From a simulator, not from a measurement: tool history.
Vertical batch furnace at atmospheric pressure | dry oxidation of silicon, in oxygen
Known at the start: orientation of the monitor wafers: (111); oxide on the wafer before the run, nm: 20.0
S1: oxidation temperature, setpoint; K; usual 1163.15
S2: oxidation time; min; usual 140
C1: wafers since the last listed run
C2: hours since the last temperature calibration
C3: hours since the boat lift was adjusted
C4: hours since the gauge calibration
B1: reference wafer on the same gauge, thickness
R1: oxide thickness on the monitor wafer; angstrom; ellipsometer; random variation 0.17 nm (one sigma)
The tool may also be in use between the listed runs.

run    hour       S1     S2    C1      C2      C3      C4     B1     R1
  1       0  1163.15    140     0  1090.7  4029.5  1710.5  47.41  554.1
  2    80.1  1163.15    140   720  1170.8  4109.6  1790.6  47.39  553.9
  3   161.8  1163.15    140   734  1252.5  4191.3  1872.3  47.42  556.9
  4   258.7  1154.15    140   871  1349.4  4288.2  1969.2  47.39  515.7
  5   310.7  1154.15    140   467  1401.4  4340.2  2021.2   47.4  513.6
  6   356.7  1163.15  184.5   413  1447.4  4386.2  2067.2  47.39  643.2
  7   399.7  1163.15  177.5   386  1490.4  4429.2  2110.2   47.4  632.3
  8   502.1  1163.15  177.5   920  1592.8  4531.6  2212.6  47.42  630.4
  9   582.8  1163.15    140   725  1673.5  4612.3  2293.3  47.36  556.2
 10   654.7  1163.15    140   646  1745.4  4684.2  2365.2  47.41  553.4
 11   752.9  1163.15  109.5   882  1843.6  4782.4  2463.4  47.42  487.1
      814.9  -- thermocouples replaced and temperature profile calibrated
      823.9  -- boat lift adjusted
 12   838.6  1163.15  109.5   473    23.7    14.7  2549.1  47.39  484.4
     1021.5  -- gauge calibrated
 13  1125.8  1163.15  109.5  2582   310.9   301.9   104.3  47.41  485.7
 14  1198.2  1150.15    140   650   383.3   374.3   176.7  47.39  499.8
 15  1428.4  1150.15    140  2069   613.5   604.5   406.9  47.41  498.6
 16  1492.9  1156.15    202   579     678     669   471.4   47.4  640.2
 17  1595.2  1178.15    122   919   780.3   771.3   573.7  47.41  577.6
 18  1675.9  1175.15     73   725     861     852   654.4  47.43  435.3
 19  1729.7  1163.15    140   483   914.8   905.8   708.2   47.4  552.8
 20  1783.1  1163.15    140   480   968.2   959.2   761.6   47.4  557.5
 21  1834.4  1145.15  172.5   461  1019.5  1010.5   812.9   47.4  538.2
 22    1892  1150.15  188.5   517  1077.1  1068.1   870.5  47.36    586
 23  1993.9  1175.15     73   916    1179    1170   972.4   47.4  434.9
 24  2032.6  1185.15    182   347  1217.7  1208.7  1011.1  47.39  768.2
 25  2096.6  1141.15    140   575  1281.7  1272.7  1075.1  47.45  468.8
 26  2180.7  1138.15    140   756  1365.8  1356.8  1159.2  47.41  454.4
 27  2219.6  1163.15    160   349  1404.7  1395.7  1198.1   47.4  594.8
       2261  -- thermocouples replaced and temperature profile calibrated
 28  2286.3  1173.15   74.5   383    25.3  1462.4  1264.8  47.38  432.1
 29  2385.9  1152.15    140   895   124.9    1562  1364.4  47.38  509.8
 30  2654.6  1156.15  209.5  2415   393.6  1830.7  1633.1   47.4  650.4
 31  2713.9  1183.15    140   533   452.9    1890  1692.4  47.42  654.7

What the log doesn't show, run by run:
true tube temperature minus thermocouple reading, K: 0 in every run
monitor wafer colder than the profiled boat position, K: 0 in every run
gauge reads high (%): 0 in every run
